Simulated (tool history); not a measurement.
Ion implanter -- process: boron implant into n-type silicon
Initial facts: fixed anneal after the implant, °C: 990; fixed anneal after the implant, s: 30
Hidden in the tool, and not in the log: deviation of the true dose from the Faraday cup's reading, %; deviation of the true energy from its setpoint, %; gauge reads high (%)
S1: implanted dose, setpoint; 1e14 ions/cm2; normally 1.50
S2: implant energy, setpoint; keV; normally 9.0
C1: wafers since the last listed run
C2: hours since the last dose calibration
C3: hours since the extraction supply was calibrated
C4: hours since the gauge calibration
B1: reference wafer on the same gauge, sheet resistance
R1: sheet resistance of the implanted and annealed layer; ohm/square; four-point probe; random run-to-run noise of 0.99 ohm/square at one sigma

{"run": 1, "day": 0.0, "S1": 1.5, "S2": 9.0, "C1": 0, "C2": 1188.5, "C3": 1810.7, "C4": 1463.2, "B1": 554.85, "R1": 672.19}
{"run": 2, "day": 1.104, "S1": 1.5, "S2": 9.0, "C1": 427, "C2": 1215.0, "C3": 1837.2, "C4": 1489.7, "B1": 555.3, "R1": 671.0}
{"run": 3, "day": 3.946, "S1": 1.26, "S2": 9.0, "C1": 1100, "C2": 1283.2, "C3": 1905.4, "C4": 1557.9, "B1": 554.94, "R1": 771.71}
{"run": 4, "day": 6.779, "S1": 1.63, "S2": 9.0, "C1": 1097, "C2": 1351.2, "C3": 1973.4, "C4": 1625.9, "B1": 554.82, "R1": 629.03}
{"run": 5, "day": 9.421, "S1": 1.63, "S2": 9.0, "C1": 1022, "C2": 1414.6, "C3": 2036.8, "C4": 1689.3, "B1": 555.08, "R1": 629.25}
{"run": 6, "day": 11.342, "S1": 1.63, "S2": 9.0, "C1": 743, "C2": 1460.7, "C3": 2082.9, "C4": 1735.4, "B1": 555.01, "R1": 631.26}
{"run": 7, "day": 14.075, "S1": 1.5, "S2": 9.0, "C1": 1058, "C2": 1526.3, "C3": 2148.5, "C4": 1801.0, "B1": 554.84, "R1": 672.77}
{"run": 8, "day": 15.65, "S1": 1.5, "S2": 9.0, "C1": 609, "C2": 1564.1, "C3": 2186.3, "C4": 1838.8, "B1": 555.06, "R1": 672.95}
{"run": 9, "day": 17.167, "S1": 1.5, "S2": 9.0, "C1": 587, "C2": 1600.5, "C3": 2222.7, "C4": 1875.2, "B1": 554.87, "R1": 674.64}
{"run": 10, "day": 18.638, "S1": 1.5, "S2": 9.0, "C1": 569, "C2": 1635.8, "C3": 2258.0, "C4": 1910.5, "B1": 554.73, "R1": 673.3}
{"day": 19.092, "done": "Faraday cup replaced and dose calibrated"}
{"run": 11, "day": 21.417, "S1": 1.5, "S2": 8.0, "C1": 947, "C2": 55.8, "C3": 2324.7, "C4": 1977.2, "B1": 555.15, "R1": 672.49}
{"run": 12, "day": 23.079, "S1": 1.5, "S2": 9.0, "C1": 643, "C2": 95.7, "C3": 2364.6, "C4": 2017.1, "B1": 554.91, "R1": 661.54}
{"run": 13, "day": 25.258, "S1": 1.5, "S2": 9.0, "C1": 843, "C2": 148.0, "C3": 2416.9, "C4": 2069.4, "B1": 554.84, "R1": 662.05}
{"run": 14, "day": 28.079, "S1": 1.5, "S2": 11.0, "C1": 1092, "C2": 215.7, "C3": 2484.6, "C4": 2137.1, "B1": 555.07, "R1": 647.71}
{"run": 15, "day": 29.2, "S1": 1.25, "S2": 6.5, "C1": 434, "C2": 242.6, "C3": 2511.5, "C4": 2164.0, "B1": 554.66, "R1": 801.05}
{"day": 30.346, "done": "extraction supply calibrated"}
{"run": 16, "day": 31.533, "S1": 1.87, "S2": 6.0, "C1": 774, "C2": 298.6, "C3": 28.5, "C4": 2220.0, "B1": 554.77, "R1": 583.37}
{"run": 17, "day": 32.758, "S1": 1.87, "S2": 11.0, "C1": 474, "C2": 328.0, "C3": 57.9, "C4": 2249.4, "B1": 554.87, "R1": 541.65}
{"run": 18, "day": 35.633, "S1": 1.77, "S2": 9.0, "C1": 1113, "C2": 397.0, "C3": 126.9, "C4": 2318.4, "B1": 554.76, "R1": 581.84}
{"run": 19, "day": 37.612, "S1": 1.28, "S2": 7.0, "C1": 766, "C2": 444.5, "C3": 174.4, "C4": 2365.9, "B1": 555.16, "R1": 776.4}
{"run": 20, "day": 40.588, "S1": 1.5, "S2": 9.0, "C1": 1151, "C2": 515.9, "C3": 245.8, "C4": 2437.3, "B1": 554.95, "R1": 667.08}
{"run": 21, "day": 42.275, "S1": 1.5, "S2": 10.5, "C1": 653, "C2": 556.4, "C3": 286.3, "C4": 2477.8, "B1": 554.98, "R1": 653.27}
{"run": 22, "day": 44.062, "S1": 1.5, "S2": 9.0, "C1": 692, "C2": 599.3, "C3": 329.2, "C4": 2520.7, "B1": 555.09, "R1": 665.99}
{"run": 23, "day": 46.725, "S1": 1.5, "S2": 9.0, "C1": 1030, "C2": 663.2, "C3": 393.1, "C4": 2584.6, "B1": 555.36, "R1": 665.45}
{"day": 49.262, "done": "gauge calibrated"}
{"run": 24, "day": 49.446, "S1": 1.87, "S2": 6.5, "C1": 1053, "C2": 728.5, "C3": 458.4, "C4": 4.4, "B1": 555.12, "R1": 581.14}
{"run": 25, "day": 51.85, "S1": 1.89, "S2": 6.0, "C1": 930, "C2": 786.2, "C3": 516.1, "C4": 62.1, "B1": 555.17, "R1": 582.03}
{"run": 26, "day": 54.133, "S1": 1.94, "S2": 7.5, "C1": 884, "C2": 841.0, "C3": 570.9, "C4": 116.9, "B1": 555.07, "R1": 555.59}
{"run": 27, "day": 56.317, "S1": 1.5, "S2": 9.0, "C1": 845, "C2": 893.4, "C3": 623.3, "C4": 169.3, "B1": 555.18, "R1": 669.01}
{"run": 28, "day": 58.638, "S1": 1.5, "S2": 9.0, "C1": 898, "C2": 949.1, "C3": 679.0, "C4": 225.0, "B1": 554.86, "R1": 669.4}
{"run": 29, "day": 60.992, "S1": 1.5, "S2": 9.0, "C1": 911, "C2": 1005.6, "C3": 735.5, "C4": 281.5, "B1": 555.1, "R1": 668.4}
{"run": 30, "day": 63.338, "S1": 1.5, "S2": 9.0, "C1": 908, "C2": 1061.9, "C3": 791.8, "C4": 337.8, "B1": 555.21, "R1": 668.58}
{"run": 31, "day": 65.604, "S1": 1.14, "S2": 11.0, "C1": 877, "C2": 1116.3, "C3": 846.2, "C4": 392.2, "B1": 554.98, "R1": 813.44}
{"run": 32, "day": 67.425, "S1": 1.62, "S2": 9.0, "C1": 705, "C2": 1160.0, "C3": 889.9, "C4": 435.9, "B1": 554.91, "R1": 629.47}
{"run": 33, "day": 69.279, "S1": 1.5, "S2": 9.0, "C1": 717, "C2": 1204.5, "C3": 934.4, "C4": 480.4, "B1": 555.12, "R1": 667.94}
{"run": 34, "day": 70.321, "S1": 1.5, "S2": 10.0, "C1": 403, "C2": 1229.5, "C3": 959.4, "C4": 505.4, "B1": 555.18, "R1": 662.48}
{"run": 35, "day": 74.588, "S1": 1.5, "S2": 6.0, "C1": 1652, "C2": 1331.9, "C3": 1061.8, "C4": 607.8, "B1": 554.97, "R1": 705.22}

Run 36 is up next; what results do you expect?
{"run": 36, "day": 75.983, "S1": 1.07, "S2": 6.5, "C1": 540, "C2": 1365.4, "C3": 1095.3, "C4": 641.3, "B1": "?", "R1": "?"}

{"run 36": {"B1": 554.96, "R1": 918.92}}
Had the tool carried no hidden state, the very same run would have given R1 904.41 ohm/square.
